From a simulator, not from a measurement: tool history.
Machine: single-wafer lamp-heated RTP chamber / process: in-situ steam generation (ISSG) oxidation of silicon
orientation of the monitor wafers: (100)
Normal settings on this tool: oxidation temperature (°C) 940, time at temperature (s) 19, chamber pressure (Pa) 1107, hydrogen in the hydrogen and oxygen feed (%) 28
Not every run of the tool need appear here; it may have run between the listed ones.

| run | hour | oxidation temperature (°C) | time at temperature (s) | chamber pressure (Pa) | hydrogen in the hydrogen and oxygen feed (%) | wafers since the last listed run | wafers since the last pyrometer calibration | hours since the pressure gauge was zeroed | hours since the hydrogen flow controller was replaced | hours since the gauge calibration | read-back reference wafer on the same gauge, thickness | oxide thickness on the monitor wafer (nm) |
|---|---|---|---|---|---|---|---|---|---|---|---|---|
| 1 | 0 | 940 | 19 | 1107 | 28 | 0 | 3985 | 144.7 | 4693.3 | 380.5 | 4.676 | 4.818 |
| 2 | 31.9 | 940 | 19 | 1107 | 28 | 497 | 4483 | 176.6 | 4725.2 | 412.4 | 4.67 | 4.872 |
| 3 | 49.7 | 940 | 21 | 1107 | 28 | 277 | 4761 | 194.4 | 4743 | 430.2 | 4.684 | 5.007 |
| 4 | 69.8 | 932 | 19 | 1107 | 28 | 313 | 5074 | 214.5 | 4763.1 | 450.3 | 4.676 | 4.753 |
| 5 | 108.9 | 940 | 19 | 1107 | 28 | 610 | 5685 | 253.6 | 4802.2 | 489.4 | 4.675 | 4.865 |
| 6 | 144.3 | 934 | 19 | 1173 | 28 | 552 | 6237 | 289 | 4837.6 | 524.8 | 4.673 | 4.79 |
| 7 | 156.9 | 928 | 19 | 1107 | 32 | 196 | 6434 | 301.6 | 4850.2 | 537.4 | 4.683 | 4.894 |
| 8 | 171.9 | 940 | 19 | 1107 | 28 | 234 | 6668 | 316.6 | 4865.2 | 552.4 | 4.684 | 4.919 |
|  | 183 | pyrometer window cleaned and pyrometer calibrated |
| 9 | 192.1 | 940 | 21 | 1013 | 19 | 190 | 141 | 336.8 | 4885.4 | 572.6 | 4.666 | 4.459 |
| 10 | 216.8 | 940 | 24 | 1107 | 32 | 385 | 526 | 361.5 | 4910.1 | 597.3 | 4.668 | 5.404 |
| 11 | 234.3 | 940 | 19 | 1107 | 28 | 273 | 800 | 379 | 4927.6 | 614.8 | 4.683 | 4.742 |
|  | 245.6 | hydrogen flow controller replaced |
| 12 | 260.1 | 940 | 15 | 1107 | 32 | 277 | 1077 | 404.8 | 14.5 | 640.6 | 4.688 | 4.463 |
| 13 | 282.6 | 921 | 19 | 1107 | 32 | 351 | 1428 | 427.3 | 37 | 663.1 | 4.678 | 4.698 |
| 14 | 315.8 | 925 | 19 | 1160 | 32 | 518 | 1947 | 460.5 | 70.2 | 696.3 | 4.68 | 4.727 |
| 15 | 339.9 | 940 | 19 | 1107 | 22 | 376 | 2323 | 484.6 | 94.3 | 720.4 | 4.68 | 4.472 |
| 16 | 361 | 940 | 19 | 1107 | 28 | 329 | 2652 | 505.7 | 115.4 | 741.5 | 4.669 | 4.765 |
| 17 | 392.3 | 940 | 19 | 1227 | 28 | 488 | 3140 | 537 | 146.7 | 772.8 | 4.677 | 4.752 |
| 18 | 409.4 | 940 | 19 | 1107 | 28 | 266 | 3407 | 554.1 | 163.8 | 789.9 | 4.691 | 4.788 |
|  | 414.7 | gauge calibrated |
| 19 | 427.1 | 959 | 19 | 1187 | 19 | 276 | 3684 | 571.8 | 181.5 | 12.4 | 4.67 | 4.556 |
| 20 | 455.7 | 940 | 19 | 1267 | 28 | 446 | 4130 | 600.4 | 210.1 | 41 | 4.668 | 4.678 |
| 21 | 470.2 | 940 | 19 | 920 | 24 | 226 | 4356 | 614.9 | 224.6 | 55.5 | 4.684 | 4.642 |
| 22 | 494 | 952 | 19 | 933 | 28 | 371 | 4728 | 638.7 | 248.4 | 79.3 | 4.681 | 5.011 |
| 23 | 520.2 | 940 | 13 | 1107 | 32 | 408 | 5136 | 664.9 | 274.6 | 105.5 | 4.682 | 4.371 |
| 24 | 550.2 | 940 | 19 | 1253 | 28 | 468 | 5605 | 694.9 | 304.6 | 135.5 | 4.676 | 4.777 |
| 25 | 585.4 | 950 | 16 | 987 | 21 | 549 | 6154 | 730.1 | 339.8 | 170.7 | 4.678 | 4.381 |
|  | 609.8 | pyrometer window cleaned and pyrometer calibrated |
| 26 | 610.3 | 940 | 19 | 1013 | 18 | 263 | 7 | 755 | 364.7 | 195.6 | 4.681 | 4.274 |
| 27 | 623.1 | 940 | 22 | 1200 | 32 | 199 | 206 | 767.8 | 377.5 | 208.4 | 4.678 | 5.165 |
| 28 | 658.6 | 940 | 22 | 1107 | 28 | 554 | 760 | 803.3 | 413 | 243.9 | 4.677 | 5.034 |
| 29 | 682.5 | 940 | 19 | 1107 | 23 | 372 | 1133 | 827.2 | 436.9 | 267.8 | 4.677 | 4.518 |
| 30 | 708.3 | 940 | 19 | 1107 | 28 | 402 | 1536 | 853 | 462.7 | 293.6 | 4.67 | 4.721 |

How would selected steps in oxide thickness on the monitor wafer (nm) from run to run divide? Give the signed amount a tool lacking its hidden state would still show from settings, what came in and random variation, and the signed amount left for the hidden state, including any gauge scatter that is not in both of the compared results.
Hidden state at play: true wafer temperature minus pyrometer reading, K; true pressure minus gauge reading, Torr; deviation of the hydrogen flow from its setpoint, %; gauge reads high (%).
Run 8 -> 9: time at temperature (s) 19 -> 21, chamber pressure (Pa) 1107 -> 1013, hydrogen in the hydrogen and oxygen feed (%) 28 -> 19, pyrometer window cleaned and pyrometer calibrated. oxide thickness on the monitor wafer (nm) -0.46: hidden state -0.173, all else -0.287.
Run 9 -> 10: time at temperature (s) 21 -> 24, chamber pressure (Pa) 1013 -> 1107, hydrogen in the hydrogen and oxygen feed (%) 19 -> 32. oxide thickness on the monitor wafer (nm) +0.945: hidden state +0.003, all else +0.942.
Run 10 -> 11: time at temperature (s) 24 -> 19, hydrogen in the hydrogen and oxygen feed (%) 32 -> 28. oxide thickness on the monitor wafer (nm) -0.662: hidden state -0.001, all else -0.661.
Run 23 -> 24: time at temperature (s) 13 -> 19, chamber pressure (Pa) 1107 -> 1253, hydrogen in the hydrogen and oxygen feed (%) 32 -> 28. oxide thickness on the monitor wafer (nm) +0.406: hidden state +0.038, all else +0.368.
Run 25 -> 26: oxidation temperature (°C) 950 -> 940, time at temperature (s) 16 -> 19, chamber pressure (Pa) 987 -> 1013, hydrogen in the hydrogen and oxygen feed (%) 21 -> 18, pyrometer window cleaned and pyrometer calibrated. oxide thickness on the monitor wafer (nm) -0.107: hidden state -0.122, all else +0.015.
Run 26 -> 27: time at temperature (s) 19 -> 22, chamber pressure (Pa) 1013 -> 1200, hydrogen in the hydrogen and oxygen feed (%) 18 -> 32. oxide thickness on the monitor wafer (nm) +0.891: hidden state +0.001, all else +0.89.
